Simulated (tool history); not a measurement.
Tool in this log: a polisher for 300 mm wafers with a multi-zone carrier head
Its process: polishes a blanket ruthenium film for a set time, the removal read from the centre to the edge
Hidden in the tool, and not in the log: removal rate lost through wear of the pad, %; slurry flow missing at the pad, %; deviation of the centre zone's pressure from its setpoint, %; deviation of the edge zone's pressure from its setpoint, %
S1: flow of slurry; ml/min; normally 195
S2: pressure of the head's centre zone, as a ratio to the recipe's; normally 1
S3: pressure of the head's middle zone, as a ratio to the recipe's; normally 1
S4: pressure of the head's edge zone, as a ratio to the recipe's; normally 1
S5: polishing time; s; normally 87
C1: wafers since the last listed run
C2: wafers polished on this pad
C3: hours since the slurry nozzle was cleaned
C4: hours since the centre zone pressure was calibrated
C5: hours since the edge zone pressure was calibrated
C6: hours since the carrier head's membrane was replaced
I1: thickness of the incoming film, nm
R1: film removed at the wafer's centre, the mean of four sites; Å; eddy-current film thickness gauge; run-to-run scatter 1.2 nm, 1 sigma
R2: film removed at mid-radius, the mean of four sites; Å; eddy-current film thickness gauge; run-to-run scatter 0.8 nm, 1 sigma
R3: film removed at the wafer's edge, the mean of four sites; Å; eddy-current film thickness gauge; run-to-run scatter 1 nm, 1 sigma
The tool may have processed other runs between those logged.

Run 1, hour 0: usual settings but S1 175 ml/min, S5 102 s; C1 0; C2 2465; C3 311; C4 736; C5 120.8; C6 106.1; I1 458. Result: R1 1006 Å, R2 1039 Å, R3 1040 Å.
Run 2, hour 79.1: usual settings but S1 175 ml/min, S5 102 s; C1 864; C2 3329; C3 390.1; C4 815.1; C5 199.9; C6 185.2; I1 451.8. Result: R1 979 Å, R2 1005 Å, R3 1020 Å.
Run 3, hour 131.4: usual settings but S2 0.94; C1 571; C2 3900; C3 442.4; C4 867.4; C5 252.2; C6 237.5; I1 456. Result: R1 810 Å, R2 870 Å, R3 868 Å.
At hour 228.2: centre zone pressure recalibrated.
Run 4, hour 233.2: usual settings but S2 0.94; C1 1090; C2 4990; C3 544.2; C4 5; C5 354; C6 339.3; I1 464.6. Result: R1 785 Å, R2 862 Å, R3 875 Å.
At hour 269.3: worn pad replaced by a new one.
Run 5, hour 315.2: usual settings; C1 852; C2 501; C3 626.2; C4 87; C5 436; C6 421.3; I1 467.2. Result: R1 872 Å, R2 928 Å, R3 940 Å.
Run 6, hour 399.4: usual settings; C1 919; C2 1421; C3 710.4; C4 171.2; C5 520.2; C6 505.5; I1 460.1. Result: R1 855 Å, R2 867 Å, R3 878 Å.
At hour 490.1: slurry nozzle cleaned.
Run 7, hour 490.6: usual settings; C1 985; C2 2406; C3 0.5; C4 262.4; C5 611.4; C6 596.7; I1 458.9. Result: R1 897 Å, R2 905 Å, R3 923 Å.
Run 8, hour 572.9: usual settings but S1 260 ml/min, S5 77 s; C1 899; C2 3305; C3 82.8; C4 344.7; C5 693.7; C6 679; I1 462. Result: R1 810 Å, R2 826 Å, R3 835 Å.
At hour 584.5: carrier head's membrane replaced by a new one.
Run 9, hour 677.1: usual settings; C1 1083; C2 4389; C3 187; C4 448.9; C5 797.9; C6 92.6; I1 461.4. Result: R1 883 Å, R2 887 Å, R3 868 Å.
Run 10, hour 716.4: usual settings but S1 155 ml/min, S2 1.05, S3 0.94, S4 1.07; C1 429; C2 4818; C3 226.3; C4 488.2; C5 837.2; C6 131.9; I1 464. Result: R1 860 Å, R2 800 Å, R3 882 Å.
At hour 733.1: worn pad replaced by a new one.
Run 11, hour 773.9: usual settings but S1 220 ml/min; C1 584; C2 446; C3 283.8; C4 545.7; C5 894.7; C6 189.4; I1 460.1. Result: R1 967 Å, R2 1001 Å, R3 973 Å.
Run 12, hour 969.8: usual settings but S2 1.09, S3 1.05, S4 0.95; C1 2140; C2 2586; C3 479.7; C4 741.6; C5 1090.6; C6 385.3; I1 463.3. Result: R1 939 Å, R2 905 Å, R3 852 Å.
At hour 973.7: edge zone pressure recalibrated.
Run 13, hour 1072.3: usual settings but S1 165 ml/min, S5 58 s; C1 1097; C2 3683; C3 582.2; C4 844.1; C5 98.6; C6 487.8; I1 460. Result: R1 517 Å, R2 535 Å, R3 558 Å.
At hour 1139.5: worn pad replaced by a new one.
Run 14, hour 1169.7: usual settings; C1 1020; C2 330; C3 679.6; C4 941.5; C5 196; C6 585.2; I1 464.6. Result: R1 901 Å, R2 909 Å, R3 924 Å.

What will run 15 give?
Run 15, hour 1239.4: usual settings but S3 0.9; C1 761; C2 1091; C3 749.3; C4 1011.2; C5 265.7; C6 654.9; I1 460.6. Result: R1 ?, R2 ?, R3 ?.

{"run 15": {"R1": 845, "R2": 793, "R3": 889}}
On a tool with no hidden condition, and with the same random variation, this run would have come out at R1 1007 Å, R2 935 Å, R3 1022 Å.

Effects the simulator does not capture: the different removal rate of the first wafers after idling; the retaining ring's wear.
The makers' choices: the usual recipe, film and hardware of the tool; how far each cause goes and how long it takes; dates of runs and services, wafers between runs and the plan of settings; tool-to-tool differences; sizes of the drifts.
